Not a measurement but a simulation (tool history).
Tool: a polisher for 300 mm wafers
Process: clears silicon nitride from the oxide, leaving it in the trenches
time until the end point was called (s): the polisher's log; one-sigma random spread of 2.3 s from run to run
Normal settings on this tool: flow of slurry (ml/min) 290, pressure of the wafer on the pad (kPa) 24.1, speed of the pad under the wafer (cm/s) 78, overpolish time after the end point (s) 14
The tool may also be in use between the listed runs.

run    hour  flow of slurry (ml/min)  pressure of the wafer on the pad (kPa)  speed of the pad under the wafer (cm/s)  overpolish time after the end point (s)  incoming thickness of the incoming film, nm  time until the end point was called (s)
  1       0                      290                                    24.1                                       78                                       12                                        111.8                                    184.9
        7.7  -- head pressure recalibrated
  2    66.7                      290                                    24.1                                       78                                       12                                        108.7                                      163
  3   164.8                      290                                    24.1                                       78                                       12                                        109.7                                    157.5
  4   212.9                      290                                    26.9                                       78                                       14                                        110.1                                    147.8
  5   284.5                      355                                    24.1                                       78                                       14                                        109.2                                    162.5
      289.8  -- slurry nozzle cleaned
  6   344.8                      290                                    24.1                                       78                                       14                                          111                                    168.1
  7   383.4                      290                                    24.1                                       78                                       14                                        110.6                                      166
  8   469.6                      290                                    24.1                                       78                                       14                                        108.7                                    162.8
      561.8  -- worn pad replaced by a new one
  9   566.3                      290                                    24.1                                       78                                       14                                          110                                    170.3
 10   639.6                      290                                    24.1                                       78                                       14                                        109.8                                    171.1
      687.8  -- head pressure recalibrated
 11   736.1                      290                                    24.1                                       78                                       14                                        111.4                                    164.8
 12   800.3                      290                                    24.1                                       68                                       14                                        111.5                                    178.9
 13   865.1                      290                                    24.1                                       78                                       14                                        111.5                                    163.3
     1031.4  -- slurry nozzle cleaned
 14  1112.4                      290                                    24.1                                       78                                       14                                        109.9                                    165.7
 15  1159.5                      290                                    24.1                                       78                                       14                                        110.9                                    166.3
     1205.9  -- worn pad replaced by a new one
 16  1237.3                      290                                    24.1                                       78                                       14                                        108.3                                    161.7
     1251.1  -- head pressure recalibrated
 17  1274.3                      290                                    24.1                                       78                                       14                                        110.1                                    162.3
 18  1339.9                      290                                    24.1                                      102                                       14                                        108.7                                    129.9
 19    1394                      370                                      31                                       96                                       21                                          111                                    107.1
 20  1435.4                      290                                    24.1                                       78                                       14                                        109.8                                    162.9
 21  1512.8                      290                                    24.1                                       78                                       14                                        111.4                                    167.1
     1741.1  -- slurry nozzle cleaned
 22  1829.2                      380                                    27.6                                       70                                       14                                        110.1                                    155.9
     1868.3  -- head pressure recalibrated
     1906.9  -- worn pad replaced by a new one
 23  1920.2                      290                                    24.1                                       78                                       14                                          109                                    157.9
 24  1998.1                      370                                    18.6                                       78                                       14                                        108.6                                    203.5
 25    2070                      290                                    24.1                                       78                                       14                                        108.3                                    160.7
 26  2147.7                      290                                    22.1                                       86                                       19                                        109.9                                    164.2
 27  2238.9                      345                                    29.6                                       78                                        8                                        110.9                                    137.1
     2324.5  -- slurry nozzle cleaned
 28  2339.8                      360                                    17.2                                       96                                       12                                        111.9                                    203.9
 29  2399.4                      235                                    27.6                                       78                                       16                                        109.1                                    148.6
     2461.5  -- head pressure recalibrated
 30  2484.9                      290                                    24.1                                       78                                       18                                          111                                    164.2
 31  2522.7                      290                                    24.1                                      100                                       18                                        110.1                                    134.4
     2611.3  -- worn pad replaced by a new one
 32  2612.1                      290                                    26.9                                       56                                       20                                        111.5                                      192
 33  2715.1                      290                                    24.1                                       54                                       14                                        110.1                                    218.9
 34  2818.9                      290                                    31.7                                       94                                       18                                        110.7                                      114
 35  2914.4                      370                                    31.7                                       78                                       14                                        110.6                                    126.9
     2930.7  -- slurry nozzle cleaned
 36  3006.3                      335                                    24.1                                      104                                       14                                        110.5                                    142.4
 37    3086                      210                                    17.2                                       78                                       14                                        108.1                                    252.7

Hidden state or all else? Some run-to-run changes of time until the end point was called (s), split into what the settings, what came in and random variation would give without the hidden state, and what is left for the hidden state (with any gauge scatter that isn't in both results):
Hidden conditions of the tool in this case: removal rate lost through wear of the pad, %; slurry flow missing at the pad, %; deviation of the head's pressure from its setpoint, %.
Run 1 -> 2: head pressure recalibrated. time until the end point was called (s) -21.9: hidden state -17.4, all else -4.5.
Run 10 -> 11: head pressure recalibrated. time until the end point was called (s) -6.3: hidden state -11.7, all else +5.4.
Run 27 -> 28: flow of slurry (ml/min) 345 -> 360, pressure of the wafer on the pad (kPa) 29.6 -> 17.2, speed of the pad under the wafer (cm/s) 78 -> 96, overpolish time after the end point (s) 8 -> 12, slurry nozzle cleaned. time until the end point was called (s) +66.8: hidden state +4.5, all else +62.3.
Run 33 -> 34: pressure of the wafer on the pad (kPa) 24.1 -> 31.7, speed of the pad under the wafer (cm/s) 54 -> 94, overpolish time after the end point (s) 14 -> 18. time until the end point was called (s) -104.9: hidden state -1.3, all else -103.6.
Run 36 -> 37: flow of slurry (ml/min) 335 -> 210, pressure of the wafer on the pad (kPa) 24.1 -> 17.2, speed of the pad under the wafer (cm/s) 104 -> 78. time until the end point was called (s) +110.3: hidden state +11, all else +99.3.

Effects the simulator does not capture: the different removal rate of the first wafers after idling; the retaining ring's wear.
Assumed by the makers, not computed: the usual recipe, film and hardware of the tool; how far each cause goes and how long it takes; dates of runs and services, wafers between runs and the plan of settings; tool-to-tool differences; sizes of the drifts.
